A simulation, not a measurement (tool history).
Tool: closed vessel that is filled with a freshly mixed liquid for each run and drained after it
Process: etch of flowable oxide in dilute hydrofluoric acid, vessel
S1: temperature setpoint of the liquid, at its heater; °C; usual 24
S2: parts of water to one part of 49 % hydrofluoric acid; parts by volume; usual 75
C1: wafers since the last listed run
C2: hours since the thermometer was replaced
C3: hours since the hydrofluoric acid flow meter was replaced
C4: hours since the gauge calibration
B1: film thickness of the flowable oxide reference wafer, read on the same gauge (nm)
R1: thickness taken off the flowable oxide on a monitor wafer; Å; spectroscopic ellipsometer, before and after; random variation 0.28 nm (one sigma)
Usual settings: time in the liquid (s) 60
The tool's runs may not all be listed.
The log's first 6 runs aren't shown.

run 7 hour=142.7 | S1=24 S2=75 time_in_the_liquid_(s)=60 | C1=1562 C2=631.8 C3=1286.7 C4=1405.6 | B1=80 | R1=363
run 8 hour=168.2 | S1=24 S2=75 time_in_the_liquid_(s)=60 | C1=1717 C2=657.3 C3=1312.2 C4=1431.1 | B1=80.02 | R1=369
run 9 hour=199.6 | S1=24 S2=75 time_in_the_liquid_(s)=60 | C1=2115 C2=688.7 C3=1343.6 C4=1462.5 | B1=80 | R1=365.9
run 10 hour=225.4 | S1=24 S2=100 time_in_the_liquid_(s)=75 | C1=1737 C2=714.5 C3=1369.4 C4=1488.3 | B1=79.99 | R1=336.4
-- hour=232.7 gauge calibrated
run 11 hour=259 | S1=21 S2=95 time_in_the_liquid_(s)=40 | C1=2263 C2=748.1 C3=1403 C4=26.3 | B1=80.02 | R1=166.6
run 12 hour=310 | S1=24 S2=75 time_in_the_liquid_(s)=60 | C1=3435 C2=799.1 C3=1454 C4=77.3 | B1=80 | R1=370.5
run 13 hour=343.9 | S1=24 S2=60 time_in_the_liquid_(s)=35 | C1=2283 C2=833 C3=1487.9 C4=111.2 | B1=80 | R1=272.4
run 14 hour=417.6 | S1=21 S2=40 time_in_the_liquid_(s)=70 | C1=4964 C2=906.7 C3=1561.6 C4=184.9 | B1=80.01 | R1=747.9
run 15 hour=434.1 | S1=24 S2=35 time_in_the_liquid_(s)=50 | C1=1111 C2=923.2 C3=1578.1 C4=201.4 | B1=80.01 | R1=695
run 16 hour=458.8 | S1=22.5 S2=50 time_in_the_liquid_(s)=70 | C1=1663 C2=947.9 C3=1602.8 C4=226.1 | B1=80 | R1=632.1
-- hour=475.3 hydrofluoric acid flow meter replaced
-- hour=543.1 thermometer replaced
run 17 hour=545 | S1=24 S2=75 time_in_the_liquid_(s)=60 | C1=5672 C2=1.9 C3=69.7 C4=312.3 | B1=80 | R1=338.6
run 18 hour=563.1 | S1=24 S2=35 time_in_the_liquid_(s)=60 | C1=1219 C2=20 C3=87.8 C4=330.4 | B1=80.01 | R1=778.3
run 19 hour=575.4 | S1=19.5 S2=75 time_in_the_liquid_(s)=60 | C1=828 C2=32.3 C3=100.1 C4=342.7 | B1=79.99 | R1=283
run 20 hour=599 | S1=20.5 S2=40 time_in_the_liquid_(s)=40 | C1=1589 C2=55.9 C3=123.7 C4=366.3 | B1=80.02 | R1=387.8
run 21 hour=632.9 | S1=24 S2=45 time_in_the_liquid_(s)=95 | C1=2283 C2=89.8 C3=157.6 C4=400.2 | B1=79.99 | R1=955.7
run 22 hour=662.3 | S1=22.5 S2=105 time_in_the_liquid_(s)=60 | C1=1980 C2=119.2 C3=187 C4=429.6 | B1=79.98 | R1=224.9

Run 23 comes next. What will it give?
run 23 hour=735.9 | S1=21.5 S2=110 time_in_the_liquid_(s)=35 | C1=4957 C2=192.8 C3=260.6 C4=503.2 | B1=? | R1=?

B1: 80.02
R1: 120 Å
Without the tool's hidden state the same run would have given R1 117.2 Å.
